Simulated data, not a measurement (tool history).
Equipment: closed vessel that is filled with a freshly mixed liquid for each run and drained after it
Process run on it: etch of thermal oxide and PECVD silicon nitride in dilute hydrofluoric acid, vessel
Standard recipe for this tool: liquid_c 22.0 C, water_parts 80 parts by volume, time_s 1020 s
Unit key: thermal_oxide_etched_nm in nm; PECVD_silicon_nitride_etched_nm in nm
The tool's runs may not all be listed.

run,hour,liquid_c,water_parts,time_s,wafers since the last listed run,hours since the thermometer was replaced,hours since the hydrofluoric acid flow meter was replaced,hours since the gauge calibration,"read-back film thickness of the thermal oxide reference wafer, read on the same gauge (nm)","read-back film thickness of the PECVD silicon nitride reference wafer, read on the same gauge (nm)",thermal_oxide_etched_nm,PECVD_silicon_nitride_etched_nm
1,0.0,22.0,80,1020,0,2157.6,813.7,1116.8,39.99,60.02,64.09,44.51
2,63.9,22.0,80,1020,4084,2221.5,877.6,1180.7,39.99,60.02,64.45,45.06
# hour 115.2: hydrofluoric acid flow meter replaced
3,120.7,22.0,80,1020,3566,2278.3,5.5,1237.5,39.99,60.03,61.67,42.98
4,179.0,25.0,80,1020,3726,2336.6,63.8,1295.8,40.01,60.02,69.19,52.83
5,221.4,25.0,80,1020,2710,2379.0,106.2,1338.2,39.99,60.00,70.19,51.65
6,285.8,22.0,80,1020,4116,2443.4,170.6,1402.6,40.01,59.98,62.93,42.89
7,354.0,22.0,80,1020,4359,2511.6,238.8,1470.8,40.02,60.01,63.41,43.85
8,384.8,22.0,80,1020,1968,2542.4,269.6,1501.6,39.99,59.99,63.18,44.07
# hour 427.9: thermometer replaced
9,433.5,22.0,80,1020,3049,5.6,318.3,1550.3,40.01,60.00,62.66,43.99
10,483.7,17.5,70,1240,3208,55.8,368.5,1600.5,40.00,60.01,73.15,44.62
11,527.6,22.0,80,1525,2806,99.7,412.4,1644.4,40.01,60.02,93.11,64.58
12,598.7,22.0,105,455,4544,170.8,483.5,1715.5,39.99,59.99,20.90,15.07
13,662.3,23.5,45,520,4065,234.4,547.1,1779.1,40.01,60.00,63.42,43.00
14,721.6,22.0,95,1235,3790,293.7,606.4,1838.4,39.99,60.00,63.53,45.07
15,771.1,24.0,115,1220,3164,343.2,655.9,1887.9,39.97,59.99,55.18,42.49
16,828.3,23.5,60,450,3656,400.4,713.1,1945.1,39.98,60.01,41.00,28.65
# hour 862.4: gauge calibrated
17,883.3,24.0,115,1220,3515,455.4,768.1,20.9,40.01,60.01,55.97,42.12
18,936.4,22.0,45,1020,3394,508.5,821.2,74.0,40.00,60.03,120.00,77.07
# hour 954.9: hydrofluoric acid flow meter replaced
19,988.0,22.0,80,1020,3234,560.1,33.1,125.6,40.01,59.99,62.06,42.75
20,1041.0,22.0,95,1235,3387,613.1,86.1,178.6,39.97,60.01,61.84,43.95
21,1093.8,22.0,80,1020,3375,665.9,138.9,231.4,39.99,60.01,62.14,42.92
22,1253.0,19.5,80,1020,10176,825.1,298.1,390.6,40.01,60.03,55.73,36.53
23,1293.7,22.0,50,1020,2601,865.8,338.8,431.3,39.99,60.02,102.87,68.29
24,1351.0,22.0,50,1255,3662,923.1,396.1,488.6,39.98,60.01,128.02,84.73

How the hidden state differs across the entries between the runs, from the last listed run before each to the first after it:
After run 2, before run 3: hydrofluoric acid flow meter replaced (hour 115.2)
  hydrofluoric acid flow above the setpoint (%): 4.51 -> 0.46
  measured less the result without the state, thermal_oxide_etched_nm: +3.04 -> +0.31 nm; PECVD_silicon_nitride_etched_nm: +1.91 -> +0.19 nm
After run 8, before run 9: thermometer replaced (hour 427.9)
  hydrofluoric acid flow above the setpoint (%): 1.65 -> 1.87
  measured less the result without the state, thermal_oxide_etched_nm: +1.13 -> +1.26 nm; PECVD_silicon_nitride_etched_nm: +0.70 -> +0.79 nm
After run 16, before run 17: gauge calibrated (hour 862.4)
  hydrofluoric acid flow above the setpoint (%): 3.65 -> 3.89
  measured less the result without the state, thermal_oxide_etched_nm: +1.55 -> +2.38 nm; PECVD_silicon_nitride_etched_nm: +0.99 -> +1.56 nm
After run 18, before run 19: hydrofluoric acid flow meter replaced (hour 954.9)
  hydrofluoric acid flow above the setpoint (%): 4.13 -> 0.255
  measured less the result without the state, thermal_oxide_etched_nm: +5.03 -> +0.17 nm; PECVD_silicon_nitride_etched_nm: +2.99 -> +0.11 nm

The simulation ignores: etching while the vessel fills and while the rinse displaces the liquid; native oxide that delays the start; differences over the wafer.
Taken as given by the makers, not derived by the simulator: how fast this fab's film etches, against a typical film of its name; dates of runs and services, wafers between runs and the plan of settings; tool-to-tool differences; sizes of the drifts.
